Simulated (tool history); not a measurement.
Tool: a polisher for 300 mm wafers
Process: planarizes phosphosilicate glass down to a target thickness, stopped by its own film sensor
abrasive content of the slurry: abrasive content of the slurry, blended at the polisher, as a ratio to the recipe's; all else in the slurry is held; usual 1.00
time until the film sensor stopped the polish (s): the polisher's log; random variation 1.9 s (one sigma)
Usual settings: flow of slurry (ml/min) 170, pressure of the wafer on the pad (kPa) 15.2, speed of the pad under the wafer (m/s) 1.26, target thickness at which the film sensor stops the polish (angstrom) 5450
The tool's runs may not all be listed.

| run | hour | flow of slurry (ml/min) | pressure of the wafer on the pad (kPa) | speed of the pad under the wafer (m/s) | abrasive content of the slurry | target thickness at which the film sensor stops the polish (angstrom) | wafers since the last listed run | wafers polished on this pad | hours since the slurry nozzle was cleaned | hours since the head pressure was calibrated | hours since the slurry blender was calibrated | hours since the conditioning disc was replaced | incoming thickness of the incoming film, nm | time until the film sensor stopped the polish (s) |
|---|---|---|---|---|---|---|---|---|---|---|---|---|---|---|
| 1 | 0.0 | 205 | 15.2 | 1.38 | 1.00 | 5450 | 0 | 943 | 91.0 | 967.2 | 186.6 | 408.5 | 1205.5 | 114.5 |
| 2 | 29.6 | 170 | 15.2 | 1.26 | 1.00 | 5450 | 325 | 1268 | 120.6 | 996.8 | 216.2 | 438.1 | 1221.4 | 126.6 |
| 3 | 43.6 | 170 | 15.2 | 1.26 | 1.00 | 5450 | 153 | 1422 | 134.6 | 1010.8 | 230.2 | 452.1 | 1225.8 | 128.7 |
| 4 | 63.9 | 170 | 15.2 | 1.26 | 1.00 | 5450 | 223 | 1645 | 154.9 | 1031.1 | 250.5 | 472.4 | 1215.3 | 132.5 |
|  | 78.4 | conditioning disc replaced and pad reconditioned |
|  | 95.5 | worn pad replaced by a new one |
| 5 | 96.9 | 170 | 11.7 | 1.26 | 1.00 | 5450 | 296 | 15 | 187.9 | 1064.1 | 283.5 | 18.5 | 1218.9 | 146.7 |
| 6 | 120.0 | 170 | 11.7 | 1.26 | 1.00 | 5450 | 253 | 268 | 211.0 | 1087.2 | 306.6 | 41.6 | 1212.6 | 156.2 |
|  | 125.2 | slurry blender recalibrated |
|  | 134.7 | slurry nozzle cleaned |
| 7 | 144.7 | 170 | 15.2 | 1.26 | 1.00 | 5450 | 238 | 507 | 10.0 | 1111.9 | 19.5 | 66.3 | 1230.7 | 103.1 |
| 8 | 179.6 | 170 | 15.2 | 1.26 | 1.10 | 3550 | 383 | 890 | 44.9 | 1146.8 | 54.4 | 101.2 | 1219.9 | 130.9 |
| 9 | 207.7 | 125 | 17.2 | 1.06 | 0.75 | 5450 | 308 | 1199 | 73.0 | 1174.9 | 82.5 | 129.3 | 1220.9 | 141.0 |
| 10 | 239.7 | 170 | 15.2 | 1.60 | 1.00 | 3420 | 351 | 1551 | 105.0 | 1206.9 | 114.5 | 161.3 | 1219.2 | 120.1 |
| 11 | 260.2 | 170 | 15.2 | 1.38 | 1.00 | 5450 | 225 | 1776 | 125.5 | 1227.4 | 135.0 | 181.8 | 1209.4 | 109.5 |
|  | 265.0 | worn pad replaced by a new one |
| 12 | 280.6 | 195 | 15.2 | 0.86 | 1.00 | 5450 | 180 | 171 | 145.9 | 1247.8 | 155.4 | 202.2 | 1227.3 | 155.1 |
| 13 | 316.5 | 225 | 15.2 | 1.26 | 1.25 | 5450 | 394 | 566 | 181.8 | 1283.7 | 191.3 | 238.1 | 1222.1 | 106.1 |
|  | 338.3 | slurry nozzle cleaned |
| 14 | 348.5 | 170 | 15.2 | 1.26 | 1.00 | 5450 | 340 | 906 | 10.2 | 1315.7 | 223.3 | 270.1 | 1209.2 | 125.1 |
| 15 | 368.3 | 170 | 15.2 | 1.26 | 1.00 | 5450 | 217 | 1124 | 30.0 | 1335.5 | 243.1 | 289.9 | 1232.5 | 131.0 |
| 16 | 401.9 | 170 | 15.2 | 1.26 | 1.15 | 3230 | 369 | 1493 | 63.6 | 1369.1 | 276.7 | 323.5 | 1224.3 | 159.2 |
| 17 | 426.8 | 200 | 15.2 | 1.26 | 1.00 | 4720 | 273 | 1766 | 88.5 | 1394.0 | 301.6 | 348.4 | 1222.6 | 146.6 |
|  | 431.1 | head pressure recalibrated |
|  | 445.2 | worn pad replaced by a new one |
|  | 445.3 | slurry blender recalibrated |
| 18 | 461.7 | 170 | 20.7 | 1.26 | 0.90 | 3890 | 316 | 180 | 123.4 | 30.6 | 16.4 | 383.3 | 1204.8 | 112.9 |
| 19 | 478.6 | 170 | 15.2 | 1.26 | 0.75 | 5450 | 185 | 365 | 140.3 | 47.5 | 33.3 | 400.2 | 1225.2 | 135.5 |
| 20 | 514.4 | 170 | 10.3 | 1.26 | 1.00 | 5450 | 393 | 759 | 176.1 | 83.3 | 69.1 | 436.0 | 1207.3 | 150.6 |
| 21 | 527.1 | 170 | 15.2 | 1.26 | 1.00 | 5450 | 139 | 898 | 188.8 | 96.0 | 81.8 | 448.7 | 1217.6 | 119.4 |
|  | 552.7 | slurry nozzle cleaned |
| 22 | 556.9 | 210 | 16.5 | 1.26 | 0.85 | 4670 | 316 | 1215 | 4.2 | 125.8 | 111.6 | 478.5 | 1217.6 | 130.3 |
| 23 | 576.9 | 205 | 15.2 | 1.26 | 1.00 | 4650 | 219 | 1434 | 24.2 | 145.8 | 131.6 | 498.5 | 1227.0 | 132.3 |

Run 24 comes next. What will it give?
|  | 598.0 | conditioning disc replaced and pad reconditioned |
| 24 | 600.4 | 170 | 15.2 | 1.26 | 1.00 | 5450 | 236 | 1671 | 47.7 | 169.3 | 155.1 | 2.4 | 1226.2 | ? |

Run 24 gave time until the film sensor stopped the polish (s) 109.1.
Without the tool's hidden state the same run would have given time until the film sensor stopped the polish (s) 96.1.

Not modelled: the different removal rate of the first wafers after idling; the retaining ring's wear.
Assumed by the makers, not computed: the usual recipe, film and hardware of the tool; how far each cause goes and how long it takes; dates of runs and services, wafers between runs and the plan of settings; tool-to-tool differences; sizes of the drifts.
